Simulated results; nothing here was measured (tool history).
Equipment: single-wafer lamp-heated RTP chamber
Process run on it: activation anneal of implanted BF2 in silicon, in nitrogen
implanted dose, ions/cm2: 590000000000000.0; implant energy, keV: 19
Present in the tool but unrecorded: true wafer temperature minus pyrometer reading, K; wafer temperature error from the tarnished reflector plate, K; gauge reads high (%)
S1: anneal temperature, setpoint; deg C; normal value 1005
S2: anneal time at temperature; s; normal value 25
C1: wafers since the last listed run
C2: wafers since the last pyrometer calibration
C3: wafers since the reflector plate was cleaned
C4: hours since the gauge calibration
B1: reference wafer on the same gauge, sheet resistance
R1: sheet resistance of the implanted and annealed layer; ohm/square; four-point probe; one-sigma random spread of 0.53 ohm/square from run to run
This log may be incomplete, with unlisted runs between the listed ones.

run    hour    S1  S2    C1    C2     C3      C4      B1      R1
  1     0.0  1005  25     0  6216   7994  1389.3  244.16  240.05
  2    69.8  1005  25   945  7161   8939  1459.1  244.15  240.37
  3   148.6  1005  25  1067  8229  10006  1537.9  244.13  239.49
      214.4  -- pyrometer window cleaned and pyrometer calibrated
      241.0  -- reflector plate cleaned
  4   241.5  1005  25  1041   258      6  1630.8  244.14  246.45
  5   307.7  1014  25   896  1155    903  1697.0  243.94  238.01
  6   369.2  1014  25   832  1987   1735  1758.5  243.94  237.26
  7   436.2  1014  25   907  2895   2643  1825.5  243.90  236.64
  8   523.9  1018  25  1187  4082   3830  1913.2  243.94  234.64
  9   574.3  1018  25   682  4765   4513  1963.6  243.82  234.20
 10   623.5  1018  25   666  5431   5179  2012.8  243.73  234.29
 11   668.3  1005  21   606  6038   5786  2057.6  244.05  243.84
 12   759.6  1005  21  1236  7274   7022  2148.9  243.90  243.13
      862.1  -- pyrometer window cleaned and pyrometer calibrated
 13   862.6  1005  25  1286     6   8308  2251.9  244.01  241.24
 14   901.9  1005  31   532   539   8840  2291.2  243.91  238.10
      973.2  -- gauge calibrated
      981.2  -- reflector plate cleaned
 15   981.7   997  33   972  1511      7     8.5  244.01  245.85
 16  1080.3  1005  20  1335  2846   1342   107.1  243.90  246.51
 17  1164.1  1005  25  1134  3981   2477   190.9  244.00  241.73
 18  1222.4   997  33   789  4770   3266   249.2  244.02  242.46
 19  1309.9  1016  13  1184  5955   4451   336.7  243.95  244.84
 20  1355.5   981  10   617  6572   5068   382.3  243.83  276.26
 21  1456.8  1025  13  1371  7944   6440   483.6  243.93  239.00
 22  1497.8  1015  30   555  8499   6995   524.6  244.05  231.79
     1540.5  -- pyrometer window cleaned and pyrometer calibrated
 23  1602.8  1005  18  1313   843   8309   629.6  244.14  245.51
     1662.9  -- reflector plate cleaned
 24  1708.7  1025  30  1325  2169    620   735.5  243.75  230.09
 25  2016.2  1031  19  4163  6333   4784  1043.0  244.22  230.32
     2144.1  -- pyrometer window cleaned and pyrometer calibrated
 26  2335.8   982  35  4219  2595   9003  1362.6  244.11  252.91
 27  2399.1  1005  25   857  3452   9860  1425.9  244.05  239.86

What if the next run were any one of these 5? Each begins from the tool's condition after run 27:
  A  2399.5  1019  25   5  3457  9866  1426.3   ?   ?
  B  2399.5   987  38   5  3457  9866  1426.3   ?   ?
  C  2399.5  1005  32   5  3457  9866  1426.3   ?   ?
  D  2399.5   984  25   5  3457  9866  1426.3   ?   ?
  E  2399.5  1014  15   5  3457  9866  1426.3   ?   ?

run      B1      R1
  A  243.93  232.72
  B  243.93  246.89
  C  243.93  236.87
  D  243.93  256.11
  E  243.93  242.97
Had the tool no hidden state, the same runs would have come out as:
run      R1
  A  237.21
  B  253.69
  C  242.20
  D  264.17
  E  247.85
